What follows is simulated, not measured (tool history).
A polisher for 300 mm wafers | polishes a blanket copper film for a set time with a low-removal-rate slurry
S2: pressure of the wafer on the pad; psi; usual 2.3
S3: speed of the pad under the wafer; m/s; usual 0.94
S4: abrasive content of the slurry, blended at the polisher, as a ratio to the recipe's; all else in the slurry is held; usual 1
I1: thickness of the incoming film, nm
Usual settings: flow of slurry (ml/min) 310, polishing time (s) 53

{"run": 1, "day": 0.0, "flow of slurry (ml/min)": 310, "S2": 2.3, "S3": 0.94, "S4": 1, "polishing time (s)": 53, "I1": 849.6, "film removed (nm)": 115.9}
{"run": 2, "day": 0.592, "flow of slurry (ml/min)": 310, "S2": 2.3, "S3": 0.94, "S4": 1.15, "polishing time (s)": 53, "I1": 835.2, "film removed (nm)": 116.3}
{"day": 1.012, "done": "slurry blender recalibrated"}
{"run": 3, "day": 1.171, "flow of slurry (ml/min)": 310, "S2": 2.3, "S3": 0.94, "S4": 1, "polishing time (s)": 53, "I1": 834.9, "film removed (nm)": 120.8}
{"run": 4, "day": 1.575, "flow of slurry (ml/min)": 310, "S2": 2.3, "S3": 0.94, "S4": 1, "polishing time (s)": 53, "I1": 852.2, "film removed (nm)": 120.5}
{"run": 5, "day": 2.154, "flow of slurry (ml/min)": 310, "S2": 2.3, "S3": 0.94, "S4": 1, "polishing time (s)": 53, "I1": 860.8, "film removed (nm)": 119.2}
{"run": 6, "day": 2.504, "flow of slurry (ml/min)": 310, "S2": 2.3, "S3": 0.94, "S4": 1, "polishing time (s)": 53, "I1": 842.7, "film removed (nm)": 117.2}
{"day": 2.921, "done": "slurry nozzle cleaned"}
{"run": 7, "day": 3.25, "flow of slurry (ml/min)": 310, "S2": 2.3, "S3": 0.94, "S4": 1, "polishing time (s)": 53, "I1": 839.7, "film removed (nm)": 117.8}
{"run": 8, "day": 3.575, "flow of slurry (ml/min)": 310, "S2": 2.3, "S3": 0.94, "S4": 1, "polishing time (s)": 53, "I1": 869.6, "film removed (nm)": 117.2}
{"run": 9, "day": 4.167, "flow of slurry (ml/min)": 310, "S2": 3, "S3": 0.62, "S4": 1.2, "polishing time (s)": 47, "I1": 852.6, "film removed (nm)": 93.4}
{"run": 10, "day": 4.442, "flow of slurry (ml/min)": 310, "S2": 2.3, "S3": 1.12, "S4": 1, "polishing time (s)": 59, "I1": 846.9, "film removed (nm)": 149.6}
{"run": 11, "day": 5.167, "flow of slurry (ml/min)": 375, "S2": 2.3, "S3": 0.94, "S4": 0.9, "polishing time (s)": 53, "I1": 860, "film removed (nm)": 117.3}
{"run": 12, "day": 5.762, "flow of slurry (ml/min)": 310, "S2": 1.9, "S3": 0.94, "S4": 0.8, "polishing time (s)": 53, "I1": 849.1, "film removed (nm)": 95.8}
{"day": 6.296, "done": "worn pad replaced by a new one"}
{"run": 13, "day": 7.658, "flow of slurry (ml/min)": 310, "S2": 2.3, "S3": 0.94, "S4": 1, "polishing time (s)": 53, "I1": 834.7, "film removed (nm)": 117.7}
{"run": 14, "day": 8.208, "flow of slurry (ml/min)": 310, "S2": 2.3, "S3": 0.8, "S4": 1, "polishing time (s)": 44, "I1": 830.8, "film removed (nm)": 80.9}
{"run": 15, "day": 8.521, "flow of slurry (ml/min)": 310, "S2": 3.1, "S3": 0.64, "S4": 0.85, "polishing time (s)": 60, "I1": 839.1, "film removed (nm)": 114.6}
{"day": 8.662, "done": "slurry blender recalibrated"}
{"run": 16, "day": 9.083, "flow of slurry (ml/min)": 310, "S2": 2.6, "S3": 1.1, "S4": 1.25, "polishing time (s)": 53, "I1": 847.4, "film removed (nm)": 165.2}
{"day": 9.217, "done": "head pressure recalibrated"}
{"run": 17, "day": 9.717, "flow of slurry (ml/min)": 310, "S2": 2.3, "S3": 0.72, "S4": 1, "polishing time (s)": 53, "I1": 853.3, "film removed (nm)": 91.1}
{"run": 18, "day": 10.358, "flow of slurry (ml/min)": 215, "S2": 1.6, "S3": 0.68, "S4": 1, "polishing time (s)": 38, "I1": 862.6, "film removed (nm)": 42.6}
{"run": 19, "day": 10.988, "flow of slurry (ml/min)": 375, "S2": 2.3, "S3": 0.94, "S4": 0.9, "polishing time (s)": 53, "I1": 842, "film removed (nm)": 119}
{"run": 20, "day": 11.546, "flow of slurry (ml/min)": 310, "S2": 2.3, "S3": 0.94, "S4": 1, "polishing time (s)": 53, "I1": 852.9, "film removed (nm)": 114.6}
{"run": 21, "day": 12.242, "flow of slurry (ml/min)": 280, "S2": 2.8, "S3": 0.94, "S4": 1.1, "polishing time (s)": 37, "I1": 856, "film removed (nm)": 99.2}
{"day": 12.717, "done": "worn pad replaced by a new one"}
{"run": 22, "day": 12.738, "flow of slurry (ml/min)": 235, "S2": 2.3, "S3": 0.94, "S4": 1, "polishing time (s)": 53, "I1": 857.3, "film removed (nm)": 114.3}
{"run": 23, "day": 13.346, "flow of slurry (ml/min)": 375, "S2": 2.9, "S3": 1.02, "S4": 0.85, "polishing time (s)": 53, "I1": 845.1, "film removed (nm)": 156.9}
{"run": 24, "day": 13.875, "flow of slurry (ml/min)": 410, "S2": 2.7, "S3": 0.94, "S4": 1.15, "polishing time (s)": 53, "I1": 843.8, "film removed (nm)": 139.2}
{"run": 25, "day": 14.571, "flow of slurry (ml/min)": 310, "S2": 1.9, "S3": 0.94, "S4": 1, "polishing time (s)": 53, "I1": 850.6, "film removed (nm)": 94.2}
{"run": 26, "day": 15.288, "flow of slurry (ml/min)": 310, "S2": 2.3, "S3": 0.94, "S4": 1, "polishing time (s)": 53, "I1": 839.6, "film removed (nm)": 116.9}
{"run": 27, "day": 15.592, "flow of slurry (ml/min)": 310, "S2": 2.3, "S3": 0.94, "S4": 1, "polishing time (s)": 48, "I1": 848.6, "film removed (nm)": 104.7}
{"day": 15.742, "done": "slurry nozzle cleaned"}
{"run": 28, "day": 16.008, "flow of slurry (ml/min)": 310, "S2": 2.3, "S3": 0.94, "S4": 1, "polishing time (s)": 53, "I1": 851.7, "film removed (nm)": 117.6}
{"day": 16.192, "done": "slurry blender recalibrated"}
{"run": 29, "day": 16.567, "flow of slurry (ml/min)": 250, "S2": 1.7, "S3": 0.7, "S4": 1, "polishing time (s)": 70, "I1": 848.8, "film removed (nm)": 90.3}
{"run": 30, "day": 17.071, "flow of slurry (ml/min)": 260, "S2": 2.3, "S3": 0.94, "S4": 1.2, "polishing time (s)": 53, "I1": 837, "film removed (nm)": 124.1}

4 ways to go on from here, each from the tool as it stands after run 30. What would each give?
{"run": "A", "day": 17.088, "flow of slurry (ml/min)": 310, "S2": 2.3, "S3": 0.94, "S4": 1, "polishing time (s)": 37, "I1": 850.4, "film removed (nm)": "?"}
{"run": "B", "day": 17.088, "flow of slurry (ml/min)": 340, "S2": 2.3, "S3": 0.82, "S4": 1, "polishing time (s)": 37, "I1": 850.4, "film removed (nm)": "?"}
{"run": "C", "day": 17.088, "flow of slurry (ml/min)": 310, "S2": 2.3, "S3": 0.94, "S4": 1, "polishing time (s)": 39, "I1": 850.4, "film removed (nm)": "?"}
{"run": "D", "day": 17.088, "flow of slurry (ml/min)": 310, "S2": 2.3, "S3": 0.94, "S4": 1, "polishing time (s)": 58, "I1": 850.4, "film removed (nm)": "?"}

run=A film_removed_(nm)=85.2
run=B film_removed_(nm)=75.2
run=C film_removed_(nm)=89.8
run=D film_removed_(nm)=133.5
Without the tool's hidden state the same runs would have given:
run=A film_removed_(nm)=86.6
run=B film_removed_(nm)=76.4
run=C film_removed_(nm)=91.2
run=D film_removed_(nm)=135.7
